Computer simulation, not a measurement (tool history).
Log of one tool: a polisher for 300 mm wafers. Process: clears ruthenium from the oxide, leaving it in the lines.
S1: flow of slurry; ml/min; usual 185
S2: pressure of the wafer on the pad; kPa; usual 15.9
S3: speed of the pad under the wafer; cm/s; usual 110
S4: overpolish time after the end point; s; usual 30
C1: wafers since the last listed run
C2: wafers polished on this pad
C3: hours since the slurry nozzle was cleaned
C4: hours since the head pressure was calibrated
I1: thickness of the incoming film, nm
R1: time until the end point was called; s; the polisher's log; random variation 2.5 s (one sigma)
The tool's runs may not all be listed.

run,hour,S1,S2,S3,S4,C1,C2,C3,C4,I1,R1
1,0.0,185,15.9,82,30,0,195,376.4,382.5,199.5,247.9
2,14.6,185,15.9,82,30,81,276,391.0,397.1,202.1,255.7
3,70.6,185,15.9,82,30,310,587,447.0,453.1,202.1,258.6
4,90.5,185,15.9,110,30,110,698,466.9,473.0,201.9,199.9
# hour 98.4: worn pad replaced by a new one
5,121.1,160,13.1,110,30,147,126,497.5,503.6,200.1,223.7
6,156.9,160,13.1,110,30,198,324,533.3,539.4,198.6,232.3
7,172.5,185,15.9,100,30,86,411,548.9,555.0,198.1,212.9
8,198.4,160,15.9,110,30,143,555,574.8,580.9,199.9,194.6
9,214.4,185,15.9,110,30,88,644,590.8,596.9,201.2,203.0
10,232.8,185,15.9,110,30,102,746,609.2,615.3,201.3,193.7
11,258.6,185,15.9,110,39,143,889,635.0,641.1,204.4,209.7
# hour 275.8: worn pad replaced by a new one
12,292.6,185,15.9,110,39,166,93,669.0,675.1,199.2,183.3
13,315.8,140,15.9,110,30,128,221,692.2,698.3,204.5,195.0
14,340.4,230,15.9,110,30,136,358,716.8,722.9,196.8,187.1
15,358.2,230,15.9,110,30,98,457,734.6,740.7,199.3,190.1
16,393.7,185,11.7,140,18,197,654,770.1,776.2,198.4,208.9
# hour 408.1: slurry nozzle cleaned
# hour 425.6: worn pad replaced by a new one
17,428.7,185,10.3,122,18,166,17,20.6,811.2,195.4,246.7
18,464.7,185,15.9,110,30,199,217,56.6,847.2,199.5,191.4
19,480.2,185,20.0,110,30,86,303,72.1,862.7,204.0,155.7
20,503.3,220,15.9,146,30,128,431,95.2,885.8,199.8,148.2
21,535.5,145,17.9,100,30,178,610,127.4,918.0,198.0,194.5

The next listed run, before its measurement:
# hour 549.1: head pressure recalibrated
22,549.7,240,17.2,128,21,67,677,141.6,0.6,197.7,?

R1: 153.8 s
Without the tool's hidden state the same run would have given R1 133.6 s.
